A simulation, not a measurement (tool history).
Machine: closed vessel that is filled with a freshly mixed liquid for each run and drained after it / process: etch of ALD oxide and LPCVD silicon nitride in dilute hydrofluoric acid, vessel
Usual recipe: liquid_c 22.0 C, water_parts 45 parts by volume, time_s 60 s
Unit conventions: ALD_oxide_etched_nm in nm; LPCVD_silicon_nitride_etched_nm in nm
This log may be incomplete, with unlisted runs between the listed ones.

| run | hour | liquid_c | water_parts | time_s | read-back film thickness of the ALD oxide reference wafer, read on the same gauge (nm) | read-back film thickness of the LPCVD silicon nitride reference wafer, read on the same gauge (nm) | ALD_oxide_etched_nm | LPCVD_silicon_nitride_etched_nm |
|---|---|---|---|---|---|---|---|---|
| 1 | 0.0 | 22.0 | 45 | 60 | 120.00 | 120.069 | 17.73 | 0.571 |
| 2 | 51.0 | 22.0 | 60 | 60 | 120.02 | 119.971 | 12.85 | 0.392 |
| 3 | 90.8 | 22.0 | 45 | 60 | 120.02 | 120.002 | 17.51 | 0.501 |
| 4 | 150.4 | 22.0 | 30 | 75 | 119.98 | 120.062 | 33.21 | 0.984 |
| 5 | 194.9 | 18.0 | 45 | 95 | 120.03 | 120.008 | 23.41 | 0.636 |
| 6 | 252.1 | 22.0 | 45 | 60 | 119.99 | 120.004 | 17.40 | 0.543 |
| 7 | 306.2 | 24.5 | 30 | 60 | 119.98 | 119.989 | 29.44 | 0.945 |
|  | 369.8 | hydrofluoric acid flow meter replaced |
| 8 | 370.5 | 20.5 | 45 | 60 | 119.97 | 120.003 | 16.39 | 0.458 |
| 9 | 402.5 | 23.5 | 45 | 60 | 120.02 | 119.952 | 18.64 | 0.546 |
| 10 | 437.8 | 22.0 | 45 | 60 | 120.02 | 119.986 | 17.35 | 0.523 |
|  | 457.3 | gauge calibrated |
| 11 | 483.6 | 22.0 | 45 | 60 | 120.02 | 119.971 | 17.26 | 0.523 |
| 12 | 654.6 | 22.0 | 45 | 60 | 120.00 | 120.019 | 17.11 | 0.471 |
| 13 | 703.2 | 22.0 | 45 | 45 | 120.00 | 120.016 | 13.02 | 0.416 |
| 14 | 760.5 | 22.0 | 40 | 75 | 120.00 | 119.988 | 24.28 | 0.784 |
| 15 | 798.3 | 26.5 | 45 | 40 | 120.01 | 120.047 | 13.73 | 0.482 |
| 16 | 884.8 | 22.0 | 45 | 60 | 120.00 | 120.036 | 17.20 | 0.476 |
| 17 | 947.9 | 22.0 | 50 | 60 | 120.00 | 119.996 | 15.05 | 0.436 |
| 18 | 989.7 | 24.0 | 30 | 35 | 119.98 | 120.012 | 16.51 | 0.505 |

Expected results for the next run?
| 19 | 1018.0 | 22.0 | 45 | 60 | ? | ? | ? | ? |

Run 19 produced read-back film thickness of the ALD oxide reference wafer, read on the same gauge (nm) 119.98, read-back film thickness of the LPCVD silicon nitride reference wafer, read on the same gauge (nm) 119.991, ALD_oxide_etched_nm 17.02 nm, LPCVD_silicon_nitride_etched_nm 0.481 nm.
On a tool with no hidden condition, and with the same random variation, this run would have come out at ALD_oxide_etched_nm 17.91 nm, LPCVD_silicon_nitride_etched_nm 0.523 nm.

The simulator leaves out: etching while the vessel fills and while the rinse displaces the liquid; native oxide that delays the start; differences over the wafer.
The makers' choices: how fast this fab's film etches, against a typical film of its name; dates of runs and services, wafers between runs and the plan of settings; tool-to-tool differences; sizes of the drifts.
